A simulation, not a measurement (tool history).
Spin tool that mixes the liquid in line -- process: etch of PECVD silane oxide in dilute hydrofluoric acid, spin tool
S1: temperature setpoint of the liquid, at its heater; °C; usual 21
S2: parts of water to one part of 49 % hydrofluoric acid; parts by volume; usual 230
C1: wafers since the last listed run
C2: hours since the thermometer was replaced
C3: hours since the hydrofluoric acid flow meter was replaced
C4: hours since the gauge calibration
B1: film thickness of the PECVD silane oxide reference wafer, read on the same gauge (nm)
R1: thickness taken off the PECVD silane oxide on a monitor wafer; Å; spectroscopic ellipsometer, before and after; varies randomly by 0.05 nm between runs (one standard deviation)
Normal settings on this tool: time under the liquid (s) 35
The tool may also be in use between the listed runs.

{"run": 1, "hour": 0.0, "S1": 18.5, "S2": 230, "time under the liquid (s)": 20, "C1": 0, "C2": 636.2, "C3": 1815.3, "C4": 97.6, "B1": 69.99, "R1": 28.9}
{"run": 2, "hour": 13.4, "S1": 18.5, "S2": 230, "time under the liquid (s)": 20, "C1": 190, "C2": 649.6, "C3": 1828.7, "C4": 111, "B1": 70.01, "R1": 28.8}
{"run": 3, "hour": 28.5, "S1": 21, "S2": 195, "time under the liquid (s)": 35, "C1": 214, "C2": 664.7, "C3": 1843.8, "C4": 126.1, "B1": 69.98, "R1": 66.5}
{"run": 4, "hour": 58.8, "S1": 21, "S2": 230, "time under the liquid (s)": 35, "C1": 431, "C2": 695, "C3": 1874.1, "C4": 156.4, "B1": 69.96, "R1": 55.6}
{"run": 5, "hour": 88.6, "S1": 21, "S2": 230, "time under the liquid (s)": 35, "C1": 424, "C2": 724.8, "C3": 1903.9, "C4": 186.2, "B1": 70.01, "R1": 56.2}
{"run": 6, "hour": 106.6, "S1": 21, "S2": 230, "time under the liquid (s)": 35, "C1": 256, "C2": 742.8, "C3": 1921.9, "C4": 204.2, "B1": 69.99, "R1": 54.6}
{"run": 7, "hour": 126.8, "S1": 21, "S2": 230, "time under the liquid (s)": 50, "C1": 287, "C2": 763, "C3": 1942.1, "C4": 224.4, "B1": 69.97, "R1": 80.6}
{"run": 8, "hour": 159.1, "S1": 21, "S2": 230, "time under the liquid (s)": 50, "C1": 459, "C2": 795.3, "C3": 1974.4, "C4": 256.7, "B1": 69.98, "R1": 78.3}
{"run": 9, "hour": 183.4, "S1": 21, "S2": 230, "time under the liquid (s)": 50, "C1": 345, "C2": 819.6, "C3": 1998.7, "C4": 281, "B1": 70, "R1": 80}
{"run": 10, "hour": 210.0, "S1": 21, "S2": 230, "time under the liquid (s)": 35, "C1": 378, "C2": 846.2, "C3": 2025.3, "C4": 307.6, "B1": 70, "R1": 54.9}
{"run": 11, "hour": 232.9, "S1": 21, "S2": 230, "time under the liquid (s)": 35, "C1": 325, "C2": 869.1, "C3": 2048.2, "C4": 330.5, "B1": 70.01, "R1": 56.2}
{"run": 12, "hour": 265.8, "S1": 21, "S2": 230, "time under the liquid (s)": 35, "C1": 468, "C2": 902, "C3": 2081.1, "C4": 363.4, "B1": 69.96, "R1": 54.4}
{"run": 13, "hour": 278.0, "S1": 21, "S2": 230, "time under the liquid (s)": 35, "C1": 173, "C2": 914.2, "C3": 2093.3, "C4": 375.6, "B1": 69.99, "R1": 56}
{"run": 14, "hour": 311.0, "S1": 21, "S2": 230, "time under the liquid (s)": 35, "C1": 469, "C2": 947.2, "C3": 2126.3, "C4": 408.6, "B1": 69.99, "R1": 55}
{"hour": 320.8, "done": "hydrofluoric acid flow meter replaced"}
{"run": 15, "hour": 333.9, "S1": 24, "S2": 230, "time under the liquid (s)": 35, "C1": 311, "C2": 970.1, "C3": 13.1, "C4": 431.5, "B1": 69.99, "R1": 61.5}
{"run": 16, "hour": 355.0, "S1": 24, "S2": 230, "time under the liquid (s)": 35, "C1": 300, "C2": 991.2, "C3": 34.2, "C4": 452.6, "B1": 69.98, "R1": 61.8}
{"run": 17, "hour": 372.3, "S1": 21, "S2": 310, "time under the liquid (s)": 35, "C1": 246, "C2": 1008.5, "C3": 51.5, "C4": 469.9, "B1": 70, "R1": 38.7}
{"hour": 414.3, "done": "gauge calibrated"}
{"run": 18, "hour": 461.4, "S1": 21, "S2": 305, "time under the liquid (s)": 35, "C1": 1268, "C2": 1097.6, "C3": 140.6, "C4": 47.1, "B1": 69.99, "R1": 39.3}
{"hour": 474.6, "done": "thermometer replaced"}
{"run": 19, "hour": 488.1, "S1": 22.5, "S2": 335, "time under the liquid (s)": 35, "C1": 365, "C2": 13.5, "C3": 167.3, "C4": 73.8, "B1": 70.02, "R1": 36.4}
{"run": 20, "hour": 524.1, "S1": 19, "S2": 130, "time under the liquid (s)": 40, "C1": 512, "C2": 49.5, "C3": 203.3, "C4": 109.8, "B1": 69.98, "R1": 114.9}
{"run": 21, "hour": 542.3, "S1": 22.5, "S2": 230, "time under the liquid (s)": 50, "C1": 259, "C2": 67.7, "C3": 221.5, "C4": 128, "B1": 69.99, "R1": 83.9}
{"run": 22, "hour": 557.4, "S1": 21, "S2": 125, "time under the liquid (s)": 35, "C1": 214, "C2": 82.8, "C3": 236.6, "C4": 143.1, "B1": 70, "R1": 113.9}
{"run": 23, "hour": 572.8, "S1": 21, "S2": 230, "time under the liquid (s)": 35, "C1": 219, "C2": 98.2, "C3": 252, "C4": 158.5, "B1": 70.03, "R1": 56}
{"run": 24, "hour": 598.4, "S1": 21, "S2": 290, "time under the liquid (s)": 35, "C1": 364, "C2": 123.8, "C3": 277.6, "C4": 184.1, "B1": 70.02, "R1": 42}
{"run": 25, "hour": 615.7, "S1": 21, "S2": 230, "time under the liquid (s)": 35, "C1": 246, "C2": 141.1, "C3": 294.9, "C4": 201.4, "B1": 69.99, "R1": 55.3}
{"run": 26, "hour": 647.1, "S1": 21, "S2": 230, "time under the liquid (s)": 40, "C1": 446, "C2": 172.5, "C3": 326.3, "C4": 232.8, "B1": 70.02, "R1": 62.5}
{"run": 27, "hour": 671.1, "S1": 21, "S2": 230, "time under the liquid (s)": 35, "C1": 341, "C2": 196.5, "C3": 350.3, "C4": 256.8, "B1": 69.99, "R1": 55.6}
{"run": 28, "hour": 690.7, "S1": 19, "S2": 120, "time under the liquid (s)": 30, "C1": 278, "C2": 216.1, "C3": 369.9, "C4": 276.4, "B1": 70.02, "R1": 93.9}
{"run": 29, "hour": 712.6, "S1": 23, "S2": 260, "time under the liquid (s)": 15, "C1": 311, "C2": 238, "C3": 391.8, "C4": 298.3, "B1": 69.99, "R1": 22.3}
{"run": 30, "hour": 735.2, "S1": 21, "S2": 230, "time under the liquid (s)": 35, "C1": 321, "C2": 260.6, "C3": 414.4, "C4": 320.9, "B1": 70.01, "R1": 55.7}
{"run": 31, "hour": 768.8, "S1": 21, "S2": 230, "time under the liquid (s)": 35, "C1": 478, "C2": 294.2, "C3": 448, "C4": 354.5, "B1": 70, "R1": 55.8}
{"run": 32, "hour": 800.6, "S1": 19.5, "S2": 230, "time under the liquid (s)": 35, "C1": 452, "C2": 326, "C3": 479.8, "C4": 386.3, "B1": 70.02, "R1": 53}

List, for all runs, the conditions of the tool that the log does not record:
liquid hotter than its thermometer reads (K): 0 on each run
hydrofluoric acid flow above the setpoint (%): 0 on each run
gauge reads high (%): 0 on each run
